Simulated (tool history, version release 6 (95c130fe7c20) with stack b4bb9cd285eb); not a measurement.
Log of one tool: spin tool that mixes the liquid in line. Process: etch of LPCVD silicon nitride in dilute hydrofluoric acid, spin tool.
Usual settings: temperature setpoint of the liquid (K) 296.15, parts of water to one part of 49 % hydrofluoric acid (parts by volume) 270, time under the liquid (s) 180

| run | day | temperature setpoint of the liquid (K) | parts of water to one part of 49 % hydrofluoric acid (parts by volume) | time under the liquid (s) | read-back film thickness of the LPCVD silicon nitride reference wafer, read on the same gauge (nm) | thickness taken off the LPCVD silicon nitride on a monitor wafer (angstrom) |
|---|---|---|---|---|---|---|
| 1 | 0.000 | 296.15 | 270 | 180 | 119.966 | 3.51 |
| 2 | 8.904 | 296.15 | 270 | 180 | 119.946 | 3.70 |
| 3 | 11.733 | 296.15 | 270 | 180 | 119.989 | 3.84 |
| 4 | 13.800 | 299.15 | 270 | 150 | 120.035 | 2.87 |
| 5 | 16.542 | 299.15 | 270 | 150 | 120.008 | 2.24 |
| 6 | 18.188 | 296.15 | 270 | 180 | 120.001 | 2.58 |
| 7 | 20.504 | 296.15 | 270 | 180 | 120.038 | 3.50 |
| 8 | 21.533 | 296.15 | 270 | 180 | 120.006 | 3.23 |
| 9 | 23.154 | 296.15 | 270 | 180 | 119.997 | 2.59 |
| 10 | 25.133 | 296.15 | 270 | 180 | 120.014 | 2.79 |
| 11 | 26.712 | 296.15 | 270 | 180 | 119.983 | 3.27 |
| 12 | 28.000 | 296.15 | 270 | 180 | 119.999 | 2.88 |
| 13 | 30.121 | 294.65 | 270 | 230 | 119.980 | 3.19 |
| 14 | 32.625 | 296.15 | 270 | 180 | 119.998 | 3.38 |
| 15 | 34.629 | 296.15 | 335 | 75 | 119.988 | 0.88 |
|  | 35.383 | thermometer replaced |
| 16 | 35.879 | 297.65 | 140 | 180 | 119.974 | 5.88 |
|  | 37.092 | gauge calibrated |
|  | 38.108 | hydrofluoric acid flow meter replaced |
| 17 | 38.475 | 296.15 | 205 | 180 | 120.030 | 4.72 |
| 18 | 41.229 | 296.15 | 205 | 180 | 119.990 | 4.23 |
| 19 | 43.762 | 299.65 | 150 | 240 | 119.999 | 7.63 |
| 20 | 47.729 | 296.15 | 270 | 180 | 120.011 | 3.29 |
| 21 | 49.383 | 300.15 | 145 | 110 | 120.007 | 4.39 |
| 22 | 50.454 | 292.65 | 375 | 75 | 119.980 | 0.78 |
| 23 | 52.117 | 294.65 | 270 | 225 | 119.992 | 4.17 |

What the log doesn't show, run by run:
liquid hotter than its thermometer reads (K): 0 in every run
hydrofluoric acid flow above the setpoint (%): 0 in every run
gauge reads high (%): 0 in every run
